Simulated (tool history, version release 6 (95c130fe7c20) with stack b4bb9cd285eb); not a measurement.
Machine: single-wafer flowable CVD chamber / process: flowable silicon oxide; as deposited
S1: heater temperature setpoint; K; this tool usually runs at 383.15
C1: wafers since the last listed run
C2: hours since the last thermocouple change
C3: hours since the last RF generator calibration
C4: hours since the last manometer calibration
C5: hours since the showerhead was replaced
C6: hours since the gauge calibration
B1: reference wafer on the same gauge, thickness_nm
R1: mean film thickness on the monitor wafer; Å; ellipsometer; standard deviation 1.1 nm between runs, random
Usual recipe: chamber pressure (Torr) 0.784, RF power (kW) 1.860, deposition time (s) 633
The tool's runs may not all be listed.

run 1 hour=0.0 | S1=383.15 chamber_pressure_(Torr)=0.784 RF_power_(kW)=1.860 deposition_time_(s)=633 | C1=0 C2=1617.6 C3=1553.8 C4=1601.7 C5=3434.9 C6=474.3 | B1=291.666 | R1=2936.24
run 2 hour=209.3 | S1=383.15 chamber_pressure_(Torr)=0.784 RF_power_(kW)=1.860 deposition_time_(s)=633 | C1=407 C2=1826.9 C3=1763.1 C4=1811.0 C5=3644.2 C6=683.6 | B1=294.131 | R1=2952.40
run 3 hour=256.6 | S1=383.15 chamber_pressure_(Torr)=0.784 RF_power_(kW)=1.860 deposition_time_(s)=633 | C1=92 C2=1874.2 C3=1810.4 C4=1858.3 C5=3691.5 C6=730.9 | B1=294.169 | R1=2950.95
run 4 hour=315.8 | S1=383.15 chamber_pressure_(Torr)=0.784 RF_power_(kW)=1.860 deposition_time_(s)=633 | C1=115 C2=1933.4 C3=1869.6 C4=1917.5 C5=3750.7 C6=790.1 | B1=295.062 | R1=2962.54
-- hour=341.6 RF generator calibrated
run 5 hour=354.2 | S1=383.15 chamber_pressure_(Torr)=0.784 RF_power_(kW)=1.860 deposition_time_(s)=714 | C1=59 C2=1971.8 C3=12.6 C4=1955.9 C5=3789.1 C6=828.5 | B1=295.889 | R1=3344.56
-- hour=372.5 showerhead replaced
run 6 hour=385.9 | S1=383.15 chamber_pressure_(Torr)=0.784 RF_power_(kW)=1.860 deposition_time_(s)=714 | C1=46 C2=2003.5 C3=44.3 C4=1987.6 C5=13.4 C6=860.2 | B1=295.817 | R1=3362.09
-- hour=446.4 capacitance manometer re-zeroed and calibrated
run 7 hour=446.9 | S1=383.15 chamber_pressure_(Torr)=0.784 RF_power_(kW)=1.860 deposition_time_(s)=714 | C1=103 C2=2064.5 C3=105.3 C4=0.5 C5=74.4 C6=921.2 | B1=296.494 | R1=3355.38
run 8 hour=477.7 | S1=387.15 chamber_pressure_(Torr)=0.784 RF_power_(kW)=1.860 deposition_time_(s)=633 | C1=59 C2=2095.3 C3=136.1 C4=31.3 C5=105.2 C6=952.0 | B1=296.821 | R1=2671.82
run 9 hour=515.7 | S1=387.15 chamber_pressure_(Torr)=0.784 RF_power_(kW)=1.860 deposition_time_(s)=633 | C1=74 C2=2133.3 C3=174.1 C4=69.3 C5=143.2 C6=990.0 | B1=297.789 | R1=2672.71
run 10 hour=553.1 | S1=387.15 chamber_pressure_(Torr)=0.784 RF_power_(kW)=1.860 deposition_time_(s)=633 | C1=72 C2=2170.7 C3=211.5 C4=106.7 C5=180.6 C6=1027.4 | B1=297.592 | R1=2659.78
run 11 hour=611.3 | S1=383.15 chamber_pressure_(Torr)=0.932 RF_power_(kW)=1.860 deposition_time_(s)=684 | C1=113 C2=2228.9 C3=269.7 C4=164.9 C5=238.8 C6=1085.6 | B1=298.686 | R1=3793.60
-- hour=641.7 gauge calibrated
-- hour=642.3 thermocouple changed; heater temperature recalibrated
run 12 hour=645.0 | S1=378.15 chamber_pressure_(Torr)=0.784 RF_power_(kW)=1.860 deposition_time_(s)=633 | C1=50 C2=2.7 C3=303.4 C4=198.6 C5=272.5 C6=3.3 | B1=286.214 | R1=3321.15
run 13 hour=686.0 | S1=383.15 chamber_pressure_(Torr)=0.948 RF_power_(kW)=1.570 deposition_time_(s)=633 | C1=79 C2=43.7 C3=344.4 C4=239.6 C5=313.5 C6=44.3 | B1=286.980 | R1=3286.90
run 14 hour=728.9 | S1=383.15 chamber_pressure_(Torr)=0.624 RF_power_(kW)=1.860 deposition_time_(s)=633 | C1=83 C2=86.6 C3=387.3 C4=282.5 C5=356.4 C6=87.2 | B1=287.454 | R1=2356.68
run 15 hour=765.8 | S1=383.15 chamber_pressure_(Torr)=0.784 RF_power_(kW)=1.860 deposition_time_(s)=633 | C1=71 C2=123.5 C3=424.2 C4=319.4 C5=393.3 C6=124.1 | B1=287.622 | R1=2883.50
run 16 hour=797.1 | S1=383.15 chamber_pressure_(Torr)=0.784 RF_power_(kW)=1.860 deposition_time_(s)=633 | C1=60 C2=154.8 C3=455.5 C4=350.7 C5=424.6 C6=155.4 | B1=288.032 | R1=2889.10
run 17 hour=821.4 | S1=383.15 chamber_pressure_(Torr)=0.784 RF_power_(kW)=1.860 deposition_time_(s)=633 | C1=47 C2=179.1 C3=479.8 C4=375.0 C5=448.9 C6=179.7 | B1=288.762 | R1=2906.12
run 18 hour=857.1 | S1=383.15 chamber_pressure_(Torr)=0.784 RF_power_(kW)=1.860 deposition_time_(s)=633 | C1=69 C2=214.8 C3=515.5 C4=410.7 C5=484.6 C6=215.4 | B1=288.773 | R1=2906.70
run 19 hour=913.6 | S1=392.15 chamber_pressure_(Torr)=0.838 RF_power_(kW)=2.045 deposition_time_(s)=682 | C1=110 C2=271.3 C3=572.0 C4=467.2 C5=541.1 C6=271.9 | B1=289.262 | R1=2662.86
run 20 hour=956.9 | S1=396.15 chamber_pressure_(Torr)=0.784 RF_power_(kW)=1.530 deposition_time_(s)=523 | C1=84 C2=314.6 C3=615.3 C4=510.5 C5=584.4 C6=315.2 | B1=289.040 | R1=1600.25

4 ways to go on from here, each from the tool as it stands after run 20. What would each give?
run A hour=957.5 | S1=383.15 chamber_pressure_(Torr)=0.784 RF_power_(kW)=1.860 deposition_time_(s)=753 | C1=1 C2=315.2 C3=615.9 C4=511.1 C5=585.0 C6=315.8 | B1=? | R1=?
run B hour=957.5 | S1=395.15 chamber_pressure_(Torr)=0.784 RF_power_(kW)=1.860 deposition_time_(s)=633 | C1=1 C2=315.2 C3=615.9 C4=511.1 C5=585.0 C6=315.8 | B1=? | R1=?
run C hour=957.5 | S1=372.15 chamber_pressure_(Torr)=0.642 RF_power_(kW)=1.725 deposition_time_(s)=726 | C1=1 C2=315.2 C3=615.9 C4=511.1 C5=585.0 C6=315.8 | B1=? | R1=?
run D hour=957.5 | S1=383.15 chamber_pressure_(Torr)=0.784 RF_power_(kW)=2.165 deposition_time_(s)=737 | C1=1 C2=315.2 C3=615.9 C4=511.1 C5=585.0 C6=315.8 | B1=? | R1=?

run=A B1=289.118 R1=3465.62
run=B B1=289.118 R1=2103.69
run=C B1=289.118 R1=3781.82
run=D B1=289.118 R1=3498.87
The same runs, with their run-to-run variation unchanged, on a tool lacking any hidden condition would have given:
run=A R1=3422.10
run=B R1=2077.28
run=C R1=3734.33
run=D R1=3454.93
